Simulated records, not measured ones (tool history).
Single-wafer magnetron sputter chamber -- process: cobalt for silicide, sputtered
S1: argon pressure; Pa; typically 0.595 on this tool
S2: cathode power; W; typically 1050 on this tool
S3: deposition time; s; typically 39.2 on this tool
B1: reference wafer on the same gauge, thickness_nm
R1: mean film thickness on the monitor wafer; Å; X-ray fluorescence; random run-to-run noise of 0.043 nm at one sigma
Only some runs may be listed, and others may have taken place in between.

Run 1, hour 0.0: usual settings; B1 19.403. Result: R1 204.69 Å.
Run 2, hour 68.4: usual settings; B1 19.404. Result: R1 203.16 Å.
Run 3, hour 105.8: usual settings; B1 19.389. Result: R1 203.10 Å.
Run 4, hour 136.8: usual settings; B1 19.398. Result: R1 202.84 Å.
Run 5, hour 168.6: usual settings; B1 19.410. Result: R1 203.01 Å.
At hour 199.3: sputter target and shields replaced.
Run 6, hour 214.6: usual settings; B1 19.401. Result: R1 204.30 Å.
At hour 267.4: magnet pack replaced.
Run 7, hour 283.2: usual settings but S3 33.8 s; B1 19.402. Result: R1 175.07 Å.
Run 8, hour 345.4: usual settings but S3 43.8 s; B1 19.386. Result: R1 226.92 Å.
Run 9, hour 390.0: usual settings; B1 19.405. Result: R1 202.56 Å.
Run 10, hour 428.5: usual settings; B1 19.382. Result: R1 201.32 Å.
Run 11, hour 467.9: usual settings but S1 0.484 Pa; B1 19.417. Result: R1 206.35 Å.
At hour 478.9: gauge calibrated.
At hour 480.5: capacitance manometer re-zeroed and calibrated.
At hour 518.7: sputter target and shields replaced.
Run 12, hour 522.2: usual settings but S2 1200 W, S3 45.5 s; B1 19.394. Result: R1 272.40 Å.
Run 13, hour 567.6: usual settings but S1 0.403 Pa, S2 1200 W, S3 45.4 s; B1 19.421. Result: R1 285.47 Å.
Run 14, hour 599.6: usual settings but S2 1200 W; B1 19.415. Result: R1 235.31 Å.
Run 15, hour 656.4: usual settings; B1 19.412. Result: R1 204.48 Å.

Hidden state, per run?
gauge reads high (%): 0 across all the runs
H1: deposition rate above that of a new target (%)
H2: true argon pressure above the setpoint (%)
run       H1    H2
  1   -0.399  4.27
  2   -0.622  5.07
  3   -0.744  5.53
  4   -0.845  5.94
  5   -0.949  6.37
  6    -0.11  7.02
  7   -0.334  8.06
  8   -0.537  9.06
  9   -0.683  9.82
 10   -0.808  10.5
 11   -0.937  11.2
 12  -0.0591  1.98
 13   -0.207  2.03
 14   -0.312  2.08
 15   -0.497  2.22
